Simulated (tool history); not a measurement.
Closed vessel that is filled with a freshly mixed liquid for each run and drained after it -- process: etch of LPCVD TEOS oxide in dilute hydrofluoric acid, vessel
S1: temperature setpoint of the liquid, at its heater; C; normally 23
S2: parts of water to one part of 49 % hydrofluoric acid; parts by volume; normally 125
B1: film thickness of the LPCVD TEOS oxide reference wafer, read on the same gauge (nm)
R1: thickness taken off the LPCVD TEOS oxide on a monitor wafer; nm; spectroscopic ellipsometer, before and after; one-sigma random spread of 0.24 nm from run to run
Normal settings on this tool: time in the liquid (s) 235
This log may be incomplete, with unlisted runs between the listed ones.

Run 1, hour 0: usual settings; B1 30.01. Result: R1 55.99 nm.
Run 2, hour 96.1: usual settings; B1 29.98. Result: R1 56.08 nm.
Run 3, hour 186.3: usual settings; B1 30.01. Result: R1 56.11 nm.
Run 4, hour 252.3: usual settings; B1 30.01. Result: R1 55.77 nm.
Run 5, hour 349.2: usual settings; B1 30.02. Result: R1 56.08 nm.
Run 6, hour 402.2: usual settings; B1 29.99. Result: R1 55.93 nm.
Run 7, hour 497.4: usual settings but S1 22 C; B1 29.99. Result: R1 53.45 nm.
Run 8, hour 564: usual settings; B1 29.97. Result: R1 56 nm.
At hour 650.6: thermometer replaced.
Run 9, hour 743.1: usual settings; B1 29.96. Result: R1 55.54 nm.
Run 10, hour 851: usual settings; B1 30. Result: R1 56.18 nm.
Run 11, hour 894: usual settings but S1 25.5 C; B1 29.97. Result: R1 61.57 nm.
Run 12, hour 976.2: usual settings; B1 30.01. Result: R1 55.75 nm.
Run 13, hour 1051.9: usual settings but S1 20 C; B1 30.01. Result: R1 50.21 nm.
Run 14, hour 1112.6: usual settings but S1 20 C; B1 30.02. Result: R1 49.65 nm.
Run 15, hour 1196.2: usual settings but S1 20 C; B1 29.98. Result: R1 49.81 nm.
Run 16, hour 1266.8: usual settings; B1 29.98. Result: R1 55.98 nm.
Run 17, hour 1355.4: usual settings; B1 30.03. Result: R1 55.89 nm.
At hour 1394.4: hydrofluoric acid flow meter replaced.
Run 18, hour 1454.2: usual settings but S1 25 C; B1 30. Result: R1 59.97 nm.
Run 19, hour 1529.9: usual settings; B1 29.98. Result: R1 56.32 nm.
Run 20, hour 1594.5: usual settings but S2 155 parts by volume; B1 30.03. Result: R1 43.2 nm.
At hour 1639.7: thermometer replaced.
Run 21, hour 1642.1: usual settings but time in the liquid (s) 120; B1 30. Result: R1 28.76 nm.
Run 22, hour 1688: usual settings but S1 21.5 C; B1 30.04. Result: R1 52.71 nm.
Run 23, hour 1781.5: usual settings but S1 27.5 C, S2 145 parts by volume, time in the liquid (s) 325; B1 29.99. Result: R1 76.73 nm.
At hour 1798.5: gauge calibrated.
Run 24, hour 1830.4: usual settings but S2 170 parts by volume; B1 29.97. Result: R1 38.95 nm.
Run 25, hour 1911: usual settings but S1 20 C; B1 30. Result: R1 49.61 nm.
Run 26, hour 2010.5: usual settings; B1 29.98. Result: R1 55.71 nm.
Run 27, hour 2076: usual settings but S1 19.5 C, S2 155 parts by volume, time in the liquid (s) 310; B1 30. Result: R1 50.45 nm.
Run 28, hour 2279.3: usual settings but time in the liquid (s) 325; B1 30.03. Result: R1 77 nm.
Run 29, hour 2338.3: usual settings but S1 20.5 C, S2 75 parts by volume; B1 30.01. Result: R1 88.53 nm.
Run 30, hour 2407.1: usual settings but S1 18.5 C; B1 30.05. Result: R1 46.78 nm.
Run 31, hour 2444.9: usual settings; B1 30. Result: R1 56.23 nm.
Run 32, hour 2498.4: usual settings but S1 24.5 C, time in the liquid (s) 330; B1 29.98. Result: R1 83.86 nm.
Run 33, hour 2548.4: usual settings; B1 29.99. Result: R1 55.78 nm.

Branching from run 33: 4 alternative next runs. What would each branch give?
Run A, hour 2549.1: usual settings; B1 ?. Result: R1 ?.
Run B, hour 2549.1: usual settings but S2 90 parts by volume, time in the liquid (s) 275; B1 ?. Result: R1 ?.
Run C, hour 2549.1: usual settings but S1 20 C, S2 75 parts by volume, time in the liquid (s) 345; B1 ?. Result: R1 ?.
Run D, hour 2549.1: usual settings but S1 25.5 C, S2 140 parts by volume, time in the liquid (s) 125; B1 ?. Result: R1 ?.

run     B1      R1
  A  30.01   55.95
  B  30.01   94.79
  C  30.01  128.45
  D  30.01   28.75
Stripped of hidden state, with their random variation kept, the same runs would have yielded:
run      R1
  A   55.95
  B   94.79
  C  128.45
  D   28.75

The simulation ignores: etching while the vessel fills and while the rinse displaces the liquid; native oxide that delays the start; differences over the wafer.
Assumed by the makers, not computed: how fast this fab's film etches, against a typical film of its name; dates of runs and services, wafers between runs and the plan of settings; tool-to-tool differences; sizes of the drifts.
